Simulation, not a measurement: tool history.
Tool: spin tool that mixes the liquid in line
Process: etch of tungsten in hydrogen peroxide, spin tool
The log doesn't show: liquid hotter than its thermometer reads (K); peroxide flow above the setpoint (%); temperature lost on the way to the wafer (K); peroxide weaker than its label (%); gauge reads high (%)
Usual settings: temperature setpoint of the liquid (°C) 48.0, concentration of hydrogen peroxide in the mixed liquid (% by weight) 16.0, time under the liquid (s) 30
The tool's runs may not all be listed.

| run | hour | temperature setpoint of the liquid (°C) | concentration of hydrogen peroxide in the mixed liquid (% by weight) | time under the liquid (s) | wafers since the last listed run | hours since the thermometer was replaced | hours since the peroxide flow meter was replaced | hours since the heated supply line was repaired | hours since the drum of peroxide was connected | hours since the gauge calibration | read-back film thickness of the tungsten reference wafer, read on the same gauge (nm) | thickness taken off the tungsten on a monitor wafer (Å) |
|---|---|---|---|---|---|---|---|---|---|---|---|---|
| 1 | 0.0 | 48.0 | 16.0 | 30 | 0 | 1947.6 | 558.1 | 2472.2 | 286.3 | 403.6 | 150.03 | 618.8 |
|  | 17.5 | gauge calibrated |
| 2 | 99.0 | 48.0 | 16.0 | 30 | 1041 | 2046.6 | 657.1 | 2571.2 | 385.3 | 81.5 | 150.04 | 610.8 |
| 3 | 122.9 | 48.0 | 16.0 | 30 | 251 | 2070.5 | 681.0 | 2595.1 | 409.2 | 105.4 | 149.97 | 621.4 |
| 4 | 136.2 | 48.0 | 16.0 | 20 | 139 | 2083.8 | 694.3 | 2608.4 | 422.5 | 118.7 | 149.99 | 416.2 |
|  | 184.3 | thermometer replaced |
| 5 | 200.9 | 48.0 | 16.0 | 20 | 670 | 16.6 | 759.0 | 2673.1 | 487.2 | 183.4 | 150.01 | 361.2 |
| 6 | 217.3 | 48.0 | 16.0 | 30 | 172 | 33.0 | 775.4 | 2689.5 | 503.6 | 199.8 | 150.00 | 538.2 |
|  | 218.5 | peroxide flow meter replaced |
| 7 | 249.6 | 48.0 | 16.0 | 30 | 329 | 65.3 | 31.1 | 2721.8 | 535.9 | 232.1 | 149.98 | 542.1 |
| 8 | 268.6 | 48.0 | 16.0 | 30 | 199 | 84.3 | 50.1 | 2740.8 | 554.9 | 251.1 | 150.02 | 541.1 |
|  | 286.6 | heated supply line repaired |
| 9 | 287.5 | 48.0 | 16.0 | 30 | 188 | 103.2 | 69.0 | 0.9 | 573.8 | 270.0 | 150.01 | 638.5 |
|  | 295.2 | new drum of peroxide connected |
| 10 | 301.3 | 48.0 | 16.0 | 30 | 134 | 117.0 | 82.8 | 14.7 | 6.1 | 283.8 | 150.00 | 639.3 |
| 11 | 321.1 | 53.0 | 18.5 | 30 | 208 | 136.8 | 102.6 | 34.5 | 25.9 | 303.6 | 150.03 | 923.0 |
| 12 | 333.8 | 45.5 | 18.5 | 30 | 133 | 149.5 | 115.3 | 47.2 | 38.6 | 316.3 | 150.00 | 589.1 |
| 13 | 355.7 | 48.0 | 12.5 | 30 | 230 | 171.4 | 137.2 | 69.1 | 60.5 | 338.2 | 149.96 | 563.7 |
|  | 357.8 | gauge calibrated |
| 14 | 376.5 | 39.5 | 12.0 | 15 | 218 | 192.2 | 158.0 | 89.9 | 81.3 | 18.7 | 150.00 | 162.3 |
| 15 | 406.9 | 39.5 | 16.0 | 30 | 319 | 222.6 | 188.4 | 120.3 | 111.7 | 49.1 | 150.04 | 375.5 |
| 16 | 442.8 | 48.0 | 17.5 | 30 | 377 | 258.5 | 224.3 | 156.2 | 147.6 | 85.0 | 150.02 | 665.1 |
| 17 | 468.3 | 48.0 | 17.5 | 15 | 268 | 284.0 | 249.8 | 181.7 | 173.1 | 110.5 | 150.02 | 332.2 |
| 18 | 481.7 | 55.5 | 19.5 | 20 | 141 | 297.4 | 263.2 | 195.1 | 186.5 | 123.9 | 149.96 | 745.9 |
| 19 | 517.1 | 48.0 | 16.0 | 30 | 372 | 332.8 | 298.6 | 230.5 | 221.9 | 159.3 | 150.02 | 651.0 |
| 20 | 537.8 | 45.5 | 18.5 | 30 | 217 | 353.5 | 319.3 | 251.2 | 242.6 | 180.0 | 150.00 | 583.9 |

Forecast each of these 4 alternatives for the next run:
| A | 538.2 | 48.0 | 16.0 | 30 | 4 | 353.9 | 319.7 | 251.6 | 243.0 | 180.4 | ? | ? |
| B | 538.2 | 48.0 | 21.0 | 30 | 4 | 353.9 | 319.7 | 251.6 | 243.0 | 180.4 | ? | ? |
| C | 538.2 | 48.0 | 13.5 | 15 | 4 | 353.9 | 319.7 | 251.6 | 243.0 | 180.4 | ? | ? |
| D | 538.2 | 40.5 | 16.0 | 30 | 4 | 353.9 | 319.7 | 251.6 | 243.0 | 180.4 | ? | ? |

| run | read-back film thickness of the tungsten reference wafer, read on the same gauge (nm) | thickness taken off the tungsten on a monitor wafer (Å) |
|---|---|---|
| A | 150.00 | 649.3 |
| B | 150.00 | 743.8 |
| C | 150.00 | 298.2 |
| D | 150.00 | 403.8 |
Without the tool's hidden state the same runs would have given:
| run | thickness taken off the tungsten on a monitor wafer (Å) |
|---|---|
| A | 645.6 |
| B | 739.7 |
| C | 296.5 |
| D | 401.4 |

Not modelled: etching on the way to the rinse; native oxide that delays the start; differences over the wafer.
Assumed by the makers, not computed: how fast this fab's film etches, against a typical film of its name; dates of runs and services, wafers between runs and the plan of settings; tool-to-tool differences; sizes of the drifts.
